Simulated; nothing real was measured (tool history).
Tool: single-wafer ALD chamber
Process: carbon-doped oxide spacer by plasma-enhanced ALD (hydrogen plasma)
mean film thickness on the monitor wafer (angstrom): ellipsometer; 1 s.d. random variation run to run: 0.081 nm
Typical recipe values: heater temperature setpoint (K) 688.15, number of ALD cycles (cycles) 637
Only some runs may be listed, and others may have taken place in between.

run   hour  heater temperature setpoint (K)  number of ALD cycles (cycles)  wafers since the last listed run  hours since the last thermocouple change  hours since the gauge calibration  read-back reference wafer on the same gauge, thickness_nm  mean film thickness on the monitor wafer (angstrom)
  1      0                           697.15                            637                                 0                                     870.2                              399.9                                                     25.419                                               289.45
  2   19.9                           697.15                            637                                13                                     890.1                              419.8                                                      25.39                                                289.2
  3   32.7                           688.15                            637                                 8                                     902.9                              432.6                                                     25.378                                               296.32
  4   56.3                           688.15                            637                                16                                     926.5                              456.2                                                     25.407                                               295.87
  5   83.5                           688.15                            637                                18                                     953.7                              483.4                                                     25.373                                               298.99
  6  173.6                           688.15                            637                                62                                    1043.8                              573.5                                                     25.392                                               298.68
  7  186.6                           688.15                            637                                 9                                    1056.8                              586.5                                                      25.39                                               299.84
  8  209.3                           688.15                            637                                15                                    1079.5                              609.2                                                     25.402                                               299.92
  9  239.7                           688.15                            704                                21                                    1109.9                              639.6                                                     25.373                                               329.48
 10  261.2                           688.15                            704                                14                                    1131.4                              661.1                                                     25.418                                               330.74
 11  295.8                           688.15                            704                                24                                      1166                              695.7                                                     25.396                                               331.31
 12  307.9                           676.15                            589                                 8                                    1178.1                              707.8                                                     25.393                                               285.43
     323.3  -- thermocouple changed; heater temperature recalibrated
 13  324.1                           688.15                            637                                 5                                       0.8                                724                                                     25.392                                               293.55
 14  338.2                           678.15                            637                                 9                                      14.9                              738.1                                                     25.401                                               304.34
 15  354.5                           688.15                            637                                11                                      31.2                              754.4                                                     25.405                                               294.17
 16  384.1                           688.15                            637                                20                                      60.8                                784                                                     25.393                                               294.84
 17  396.5                           688.15                            637                                 8                                      73.2                              796.4                                                      25.39                                               293.91
 18  422.5                           683.15                            598                                18                                      99.2                              822.4                                                     25.387                                               281.05
 19  439.3                           674.15                            637                                11                                       116                              839.2                                                     25.405                                               310.42
 20  454.1                           684.15                            763                                10                                     130.8                                854                                                     25.411                                               357.39
 21  473.9                           688.15                            637                                13                                     150.6                              873.8                                                     25.407                                               292.87
 22  487.9                           702.15                            530                                 9                                     164.6                              887.8                                                     25.383                                               232.71
     496.7  -- gauge calibrated
 23  502.1                           696.15                            557                                 9                                     178.8                                5.4                                                     25.397                                               248.96
 24  527.1                           688.15                            637                                17                                     203.8                               30.4                                                     25.398                                               293.72
 25    563                           688.15                            637                                24                                     239.7                               66.3                                                     25.406                                               294.93
 26  589.5                           678.15                            525                                18                                     266.2                               92.8                                                     25.381                                               251.66
 27  601.8                           680.15                            593                                 8                                     278.5                              105.1                                                     25.403                                               281.62
 28    615                           688.15                            637                                 9                                     291.7                              118.3                                                     25.412                                                293.9
 29    644                           681.15                            680                                20                                     320.7                              147.3                                                     25.393                                                320.5
 30  672.7                           688.15                            637                                19                                     349.4                                176                                                     25.412                                               295.46
 31    708                           681.15                            558                                24                                     384.7                              211.3                                                     25.391                                               264.94
 32  734.9                           694.15                            688                                18                                     411.6                              238.2                                                       25.4                                               310.22
 33  760.6                           688.15                            749                                17                                     437.3                              263.9                                                     25.418                                               347.48
 34  785.2                           688.15                            637                                17                                     461.9                              288.5                                                     25.403                                                296.6

Consider 3 possible next runs. They are alternatives, not a sequence: every one starts from the tool as it was left by run 34. What does each give?
  A  786.6                           688.15                            637                                 0                                     463.3                              289.9                                                          ?                                                    ?
  B  786.6                           692.15                            744                                 0                                     463.3                              289.9                                                          ?                                                    ?
  C  786.6                           673.15                            555                                 0                                     463.3                              289.9                                                          ?                                                    ?

run  read-back reference wafer on the same gauge, thickness_nm  mean film thickness on the monitor wafer (angstrom)
  A                                                     25.413                                               295.16
  B                                                     25.413                                               339.81
  C                                                     25.413                                               268.89
With the hidden condition removed and each run's random variation left untouched, the same runs would have given:
run  mean film thickness on the monitor wafer (angstrom)
  A                                               294.73
  B                                               339.31
  C                                               268.89

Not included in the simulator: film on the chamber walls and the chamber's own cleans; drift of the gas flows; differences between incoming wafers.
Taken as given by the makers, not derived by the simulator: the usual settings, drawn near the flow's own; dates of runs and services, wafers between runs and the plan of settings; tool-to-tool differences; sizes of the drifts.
